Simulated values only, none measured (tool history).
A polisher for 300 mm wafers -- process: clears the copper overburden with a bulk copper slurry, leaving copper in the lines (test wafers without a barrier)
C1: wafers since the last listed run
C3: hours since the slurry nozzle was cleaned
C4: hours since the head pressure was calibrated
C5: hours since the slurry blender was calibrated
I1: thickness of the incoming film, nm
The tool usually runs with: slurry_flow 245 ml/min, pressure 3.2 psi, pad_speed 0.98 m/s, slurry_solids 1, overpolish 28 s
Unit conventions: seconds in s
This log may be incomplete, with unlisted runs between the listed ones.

{"run": 1, "hour": 0.0, "slurry_flow": 245, "pressure": 3.2, "pad_speed": 0.98, "slurry_solids": 1, "overpolish": 28, "C1": 0, "wafers polished on this pad": 1124, "C3": 218.1, "C4": 34.2, "C5": 16.8, "I1": 964, "seconds": 118.5}
{"hour": 9.7, "done": "worn pad replaced by a new one"}
{"run": 2, "hour": 24.4, "slurry_flow": 245, "pressure": 3.2, "pad_speed": 0.98, "slurry_solids": 1, "overpolish": 28, "C1": 196, "wafers polished on this pad": 141, "C3": 242.5, "C4": 58.6, "C5": 41.2, "I1": 956.2, "seconds": 118.4}
{"run": 3, "hour": 44.8, "slurry_flow": 245, "pressure": 3.2, "pad_speed": 0.98, "slurry_solids": 1, "overpolish": 28, "C1": 196, "wafers polished on this pad": 337, "C3": 262.9, "C4": 79, "C5": 61.6, "I1": 950.6, "seconds": 115.8}
{"run": 4, "hour": 83.5, "slurry_flow": 245, "pressure": 3.2, "pad_speed": 0.72, "slurry_solids": 0.9, "overpolish": 28, "C1": 371, "wafers polished on this pad": 708, "C3": 301.6, "C4": 117.7, "C5": 100.3, "I1": 947.8, "seconds": 154.4}
{"run": 5, "hour": 107.1, "slurry_flow": 245, "pressure": 3.2, "pad_speed": 0.72, "slurry_solids": 0.9, "overpolish": 28, "C1": 226, "wafers polished on this pad": 935, "C3": 325.2, "C4": 141.3, "C5": 123.9, "I1": 952.3, "seconds": 155}
{"hour": 125.0, "done": "worn pad replaced by a new one"}
{"run": 6, "hour": 128.4, "slurry_flow": 245, "pressure": 3.2, "pad_speed": 0.98, "slurry_solids": 1, "overpolish": 28, "C1": 166, "wafers polished on this pad": 32, "C3": 346.5, "C4": 162.6, "C5": 145.2, "I1": 952.7, "seconds": 120}
{"run": 7, "hour": 180.1, "slurry_flow": 245, "pressure": 3.2, "pad_speed": 0.98, "slurry_solids": 1, "overpolish": 28, "C1": 496, "wafers polished on this pad": 529, "C3": 398.2, "C4": 214.3, "C5": 196.9, "I1": 937.8, "seconds": 118.5}
{"run": 8, "hour": 213.8, "slurry_flow": 245, "pressure": 3.2, "pad_speed": 0.98, "slurry_solids": 1, "overpolish": 28, "C1": 323, "wafers polished on this pad": 853, "C3": 431.9, "C4": 248, "C5": 230.6, "I1": 947.6, "seconds": 119.3}
{"run": 9, "hour": 241.6, "slurry_flow": 245, "pressure": 3.2, "pad_speed": 0.98, "slurry_solids": 1, "overpolish": 33, "C1": 267, "wafers polished on this pad": 1120, "C3": 459.7, "C4": 275.8, "C5": 258.4, "I1": 943, "seconds": 121}
{"hour": 262.8, "done": "worn pad replaced by a new one"}
{"run": 10, "hour": 289.7, "slurry_flow": 245, "pressure": 3.2, "pad_speed": 0.98, "slurry_solids": 1, "overpolish": 33, "C1": 423, "wafers polished on this pad": 258, "C3": 507.8, "C4": 323.9, "C5": 306.5, "I1": 941.7, "seconds": 122.1}
{"hour": 298.8, "done": "slurry nozzle cleaned"}
{"hour": 310.6, "done": "slurry blender recalibrated"}
{"run": 11, "hour": 313.0, "slurry_flow": 245, "pressure": 3.2, "pad_speed": 0.76, "slurry_solids": 1, "overpolish": 28, "C1": 195, "wafers polished on this pad": 453, "C3": 14.2, "C4": 347.2, "C5": 2.4, "I1": 966.6, "seconds": 146.5}
{"run": 12, "hour": 347.2, "slurry_flow": 245, "pressure": 3.2, "pad_speed": 0.98, "slurry_solids": 1, "overpolish": 28, "C1": 328, "wafers polished on this pad": 781, "C3": 48.4, "C4": 381.4, "C5": 36.6, "I1": 945.2, "seconds": 117}
{"hour": 375.8, "done": "head pressure recalibrated"}
{"run": 13, "hour": 382.6, "slurry_flow": 245, "pressure": 3.2, "pad_speed": 0.98, "slurry_solids": 1, "overpolish": 28, "C1": 320, "wafers polished on this pad": 1102, "C3": 83.8, "C4": 6.8, "C5": 72, "I1": 944, "seconds": 114}
{"hour": 405.5, "done": "worn pad replaced by a new one"}
{"run": 14, "hour": 417.2, "slurry_flow": 300, "pressure": 3.9, "pad_speed": 0.68, "slurry_solids": 0.75, "overpolish": 28, "C1": 294, "wafers polished on this pad": 112, "C3": 118.4, "C4": 41.4, "C5": 106.6, "I1": 958.6, "seconds": 133}
{"run": 15, "hour": 446.1, "slurry_flow": 245, "pressure": 3.9, "pad_speed": 0.74, "slurry_solids": 1, "overpolish": 28, "C1": 277, "wafers polished on this pad": 390, "C3": 147.3, "C4": 70.3, "C5": 135.5, "I1": 957, "seconds": 117.3}
{"run": 16, "hour": 460.5, "slurry_flow": 245, "pressure": 3.2, "pad_speed": 0.98, "slurry_solids": 0.9, "overpolish": 44, "C1": 138, "wafers polished on this pad": 528, "C3": 161.7, "C4": 84.7, "C5": 149.9, "I1": 951.5, "seconds": 118.3}
{"run": 17, "hour": 478.3, "slurry_flow": 195, "pressure": 3.2, "pad_speed": 0.98, "slurry_solids": 1.2, "overpolish": 28, "C1": 171, "wafers polished on this pad": 699, "C3": 179.5, "C4": 102.5, "C5": 167.7, "I1": 952.1, "seconds": 115.4}
{"run": 18, "hour": 491.8, "slurry_flow": 245, "pressure": 3.2, "pad_speed": 0.84, "slurry_solids": 1, "overpolish": 28, "C1": 129, "wafers polished on this pad": 829, "C3": 193, "C4": 116, "C5": 181.2, "I1": 943.6, "seconds": 126.5}
{"hour": 526.1, "done": "worn pad replaced by a new one"}
{"run": 19, "hour": 527.2, "slurry_flow": 165, "pressure": 3.2, "pad_speed": 0.82, "slurry_solids": 0.85, "overpolish": 18, "C1": 301, "wafers polished on this pad": 10, "C3": 228.4, "C4": 151.4, "C5": 216.6, "I1": 961, "seconds": 145.8}
{"run": 20, "hour": 557.5, "slurry_flow": 245, "pressure": 4.2, "pad_speed": 0.98, "slurry_solids": 0.75, "overpolish": 24, "C1": 291, "wafers polished on this pad": 301, "C3": 258.7, "C4": 181.7, "C5": 246.9, "I1": 941.5, "seconds": 94.9}
{"run": 21, "hour": 584.5, "slurry_flow": 245, "pressure": 3.2, "pad_speed": 0.98, "slurry_solids": 1, "overpolish": 28, "C1": 259, "wafers polished on this pad": 561, "C3": 285.7, "C4": 208.7, "C5": 273.9, "I1": 947.7, "seconds": 116.4}
{"hour": 595.5, "done": "slurry blender recalibrated"}
{"run": 22, "hour": 602.3, "slurry_flow": 275, "pressure": 4.2, "pad_speed": 0.98, "slurry_solids": 0.85, "overpolish": 13, "C1": 151, "wafers polished on this pad": 712, "C3": 303.5, "C4": 226.5, "C5": 6.8, "I1": 949, "seconds": 92.1}
{"hour": 637.9, "done": "worn pad replaced by a new one"}
{"run": 23, "hour": 638.4, "slurry_flow": 245, "pressure": 3.2, "pad_speed": 0.98, "slurry_solids": 0.9, "overpolish": 28, "C1": 308, "wafers polished on this pad": 5, "C3": 339.6, "C4": 262.6, "C5": 42.9, "I1": 964.7, "seconds": 123.4}

Here are 4 independent what-if runs from the current tool condition. What would each one return?
{"run": "A", "hour": 638.9, "slurry_flow": 245, "pressure": 3.2, "pad_speed": 1.08, "slurry_solids": 1, "overpolish": 28, "C1": 4, "wafers polished on this pad": 10, "C3": 340.1, "C4": 263.1, "C5": 43.4, "I1": 955.1, "seconds": "?"}
{"run": "B", "hour": 638.9, "slurry_flow": 220, "pressure": 4.1, "pad_speed": 1.28, "slurry_solids": 1, "overpolish": 28, "C1": 4, "wafers polished on this pad": 10, "C3": 340.1, "C4": 263.1, "C5": 43.4, "I1": 955.1, "seconds": "?"}
{"run": "C", "hour": 638.9, "slurry_flow": 245, "pressure": 3.2, "pad_speed": 0.98, "slurry_solids": 1, "overpolish": 13, "C1": 4, "wafers polished on this pad": 10, "C3": 340.1, "C4": 263.1, "C5": 43.4, "I1": 955.1, "seconds": "?"}
{"run": "D", "hour": 638.9, "slurry_flow": 245, "pressure": 3.2, "pad_speed": 0.74, "slurry_solids": 1, "overpolish": 28, "C1": 4, "wafers polished on this pad": 10, "C3": 340.1, "C4": 263.1, "C5": 43.4, "I1": 955.1, "seconds": "?"}

run=A seconds=106.9
run=B seconds=73.2
run=C seconds=116.1
run=D seconds=146.6
Without the tool's hidden state the same runs would have given:
run=A seconds=104.4
run=B seconds=71.3
run=C seconds=113.5
run=D seconds=143.2
